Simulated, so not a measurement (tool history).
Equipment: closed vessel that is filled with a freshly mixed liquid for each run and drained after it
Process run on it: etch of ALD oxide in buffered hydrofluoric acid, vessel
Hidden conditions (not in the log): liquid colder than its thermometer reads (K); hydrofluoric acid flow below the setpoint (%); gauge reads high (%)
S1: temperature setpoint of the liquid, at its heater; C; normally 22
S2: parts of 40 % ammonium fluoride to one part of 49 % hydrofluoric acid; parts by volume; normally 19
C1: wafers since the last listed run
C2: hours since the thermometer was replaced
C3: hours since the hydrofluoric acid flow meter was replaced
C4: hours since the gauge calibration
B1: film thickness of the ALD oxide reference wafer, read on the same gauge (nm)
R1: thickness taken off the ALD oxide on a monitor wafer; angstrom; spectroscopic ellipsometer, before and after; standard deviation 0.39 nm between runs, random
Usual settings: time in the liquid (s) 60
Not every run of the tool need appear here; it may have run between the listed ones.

run 1 hour=0 | S1=22 S2=19 time_in_the_liquid_(s)=60 | C1=0 C2=736.3 C3=457.2 C4=1658 | B1=78.17 | R1=581.5
run 2 hour=68.6 | S1=22 S2=19 time_in_the_liquid_(s)=60 | C1=7529 C2=804.9 C3=525.8 C4=1726.6 | B1=78.04 | R1=571.1
run 3 hour=151.3 | S1=22 S2=19 time_in_the_liquid_(s)=60 | C1=9076 C2=887.6 C3=608.5 C4=1809.3 | B1=77.94 | R1=583.1
run 4 hour=252.1 | S1=22 S2=19 time_in_the_liquid_(s)=60 | C1=11063 C2=988.4 C3=709.3 C4=1910.1 | B1=77.8 | R1=575.3
-- hour=255.8 thermometer replaced
-- hour=337 hydrofluoric acid flow meter replaced
run 5 hour=465.2 | S1=22 S2=19 time_in_the_liquid_(s)=60 | C1=23169 C2=209.4 C3=128.2 C4=2123.2 | B1=77.47 | R1=569.7
run 6 hour=571.4 | S1=22 S2=19 time_in_the_liquid_(s)=60 | C1=11655 C2=315.6 C3=234.4 C4=2229.4 | B1=77.3 | R1=569.4
run 7 hour=776.2 | S1=22 S2=19 time_in_the_liquid_(s)=60 | C1=22477 C2=520.4 C3=439.2 C4=2434.2 | B1=77 | R1=563.2
run 8 hour=865.1 | S1=22 S2=19 time_in_the_liquid_(s)=60 | C1=9757 C2=609.3 C3=528.1 C4=2523.1 | B1=76.83 | R1=568.9
run 9 hour=938.2 | S1=22 S2=19 time_in_the_liquid_(s)=60 | C1=8023 C2=682.4 C3=601.2 C4=2596.2 | B1=76.77 | R1=559.4
run 10 hour=1008.8 | S1=22 S2=22 time_in_the_liquid_(s)=60 | C1=7748 C2=753 C3=671.8 C4=2666.8 | B1=76.63 | R1=509.6
run 11 hour=1084.9 | S1=23.5 S2=19 time_in_the_liquid_(s)=60 | C1=8352 C2=829.1 C3=747.9 C4=2742.9 | B1=76.51 | R1=612.9
-- hour=1169.7 hydrofluoric acid flow meter replaced
run 12 hour=1186.5 | S1=23.5 S2=19 time_in_the_liquid_(s)=60 | C1=11041 C2=930.7 C3=16.8 C4=2844.5 | B1=76.38 | R1=607.8
-- hour=1246.3 thermometer replaced
run 13 hour=1274.8 | S1=23.5 S2=19 time_in_the_liquid_(s)=60 | C1=9581 C2=28.5 C3=105.1 C4=2932.8 | B1=76.22 | R1=616.4
run 14 hour=1350.3 | S1=20 S2=12.5 time_in_the_liquid_(s)=60 | C1=8286 C2=104 C3=180.6 C4=3008.3 | B1=76.11 | R1=756.5
run 15 hour=1400.9 | S1=22 S2=26 time_in_the_liquid_(s)=70 | C1=5553 C2=154.6 C3=231.2 C4=3058.9 | B1=76.03 | R1=518.7
run 16 hour=1494.6 | S1=23.5 S2=19 time_in_the_liquid_(s)=70 | C1=10284 C2=248.3 C3=324.9 C4=3152.6 | B1=75.9 | R1=711.8
run 17 hour=1598.1 | S1=23.5 S2=19 time_in_the_liquid_(s)=70 | C1=11359 C2=351.8 C3=428.4 C4=3256.1 | B1=75.74 | R1=709.6
run 18 hour=1671.4 | S1=22 S2=19 time_in_the_liquid_(s)=60 | C1=8045 C2=425.1 C3=501.7 C4=3329.4 | B1=75.62 | R1=560
run 19 hour=1749.7 | S1=17 S2=16 time_in_the_liquid_(s)=60 | C1=8593 C2=503.4 C3=580 C4=3407.7 | B1=75.49 | R1=501.5
run 20 hour=1787 | S1=25.5 S2=15.5 time_in_the_liquid_(s)=60 | C1=4093 C2=540.7 C3=617.3 C4=3445 | B1=75.45 | R1=834.4
-- hour=1804.1 gauge calibrated
run 21 hour=1828.6 | S1=22 S2=19 time_in_the_liquid_(s)=45 | C1=4565 C2=582.3 C3=658.9 C4=24.5 | B1=80.38 | R1=448.5
run 22 hour=1922.2 | S1=22 S2=12.5 time_in_the_liquid_(s)=75 | C1=10273 C2=675.9 C3=752.5 C4=118.1 | B1=80.21 | R1=1125.3
-- hour=1932.9 hydrofluoric acid flow meter replaced
-- hour=2128 thermometer replaced
run 23 hour=2234.2 | S1=25.5 S2=19 time_in_the_liquid_(s)=60 | C1=34024 C2=106.2 C3=301.3 C4=430.1 | B1=79.75 | R1=709.7
run 24 hour=2301.8 | S1=22 S2=19 time_in_the_liquid_(s)=60 | C1=7419 C2=173.8 C3=368.9 C4=497.7 | B1=79.66 | R1=593.9
run 25 hour=2344.3 | S1=22 S2=12.5 time_in_the_liquid_(s)=60 | C1=4664 C2=216.3 C3=411.4 C4=540.2 | B1=79.61 | R1=887.5
run 26 hour=2387.9 | S1=20.5 S2=19 time_in_the_liquid_(s)=45 | C1=4785 C2=259.9 C3=455 C4=583.8 | B1=79.53 | R1=407.1
run 27 hour=2485.3 | S1=26.5 S2=19 time_in_the_liquid_(s)=90 | C1=10690 C2=357.3 C3=552.4 C4=681.2 | B1=79.36 | R1=1123.6
run 28 hour=2559.7 | S1=23.5 S2=12 time_in_the_liquid_(s)=35 | C1=8165 C2=431.7 C3=626.8 C4=755.6 | B1=79.28 | R1=582.9
-- hour=2587.9 hydrofluoric acid flow meter replaced
run 29 hour=2602.2 | S1=22 S2=19 time_in_the_liquid_(s)=60 | C1=4554 C2=474.2 C3=14.3 C4=798.1 | B1=79.18 | R1=585
run 30 hour=2851.7 | S1=22 S2=19 time_in_the_liquid_(s)=60 | C1=27383 C2=723.7 C3=263.8 C4=1047.6 | B1=78.81 | R1=583.5
run 31 hour=2891.6 | S1=20 S2=19 time_in_the_liquid_(s)=70 | C1=4379 C2=763.6 C3=303.7 C4=1087.5 | B1=78.77 | R1=605.4
run 32 hour=2931.2 | S1=22 S2=23.5 time_in_the_liquid_(s)=50 | C1=4346 C2=803.2 C3=343.3 C4=1127.1 | B1=78.69 | R1=412.2
run 33 hour=3006.7 | S1=26.5 S2=19 time_in_the_liquid_(s)=60 | C1=8286 C2=878.7 C3=418.8 C4=1202.6 | B1=78.59 | R1=745.4

A few steps of R1 between consecutive runs. Split each: what settings, incoming material and random variation would produce without the hidden state, and what is left over for the hidden state, along with gauge scatter present in only one of the two compared results (measured, and without hidden state):
Run 14 -> 15: S1 20 -> 22, S2 12.5 -> 26, time in the liquid (s) 60 -> 70. R1 -237.8 angstrom: hidden state +11.7, all else -249.5.
Run 19 -> 20: S1 17 -> 25.5, S2 16 -> 15.5. R1 +332.9 angstrom: hidden state -20.5, all else +353.4.
Run 20 -> 21: S1 25.5 -> 22, S2 15.5 -> 19, time in the liquid (s) 60 -> 45, gauge calibrated. R1 -385.9 angstrom: hidden state +52.5, all else -438.4.
Run 21 -> 22: S2 19 -> 12.5, time in the liquid (s) 45 -> 75. R1 +676.8 angstrom: hidden state +1.2, all else +675.6.
Run 26 -> 27: S1 20.5 -> 26.5, time in the liquid (s) 45 -> 90. R1 +716.5 angstrom: hidden state -6.4, all else +722.9.
Run 27 -> 28: S1 26.5 -> 23.5, S2 19 -> 12, time in the liquid (s) 90 -> 35. R1 -540.7 angstrom: hidden state +3.4, all else -544.1.
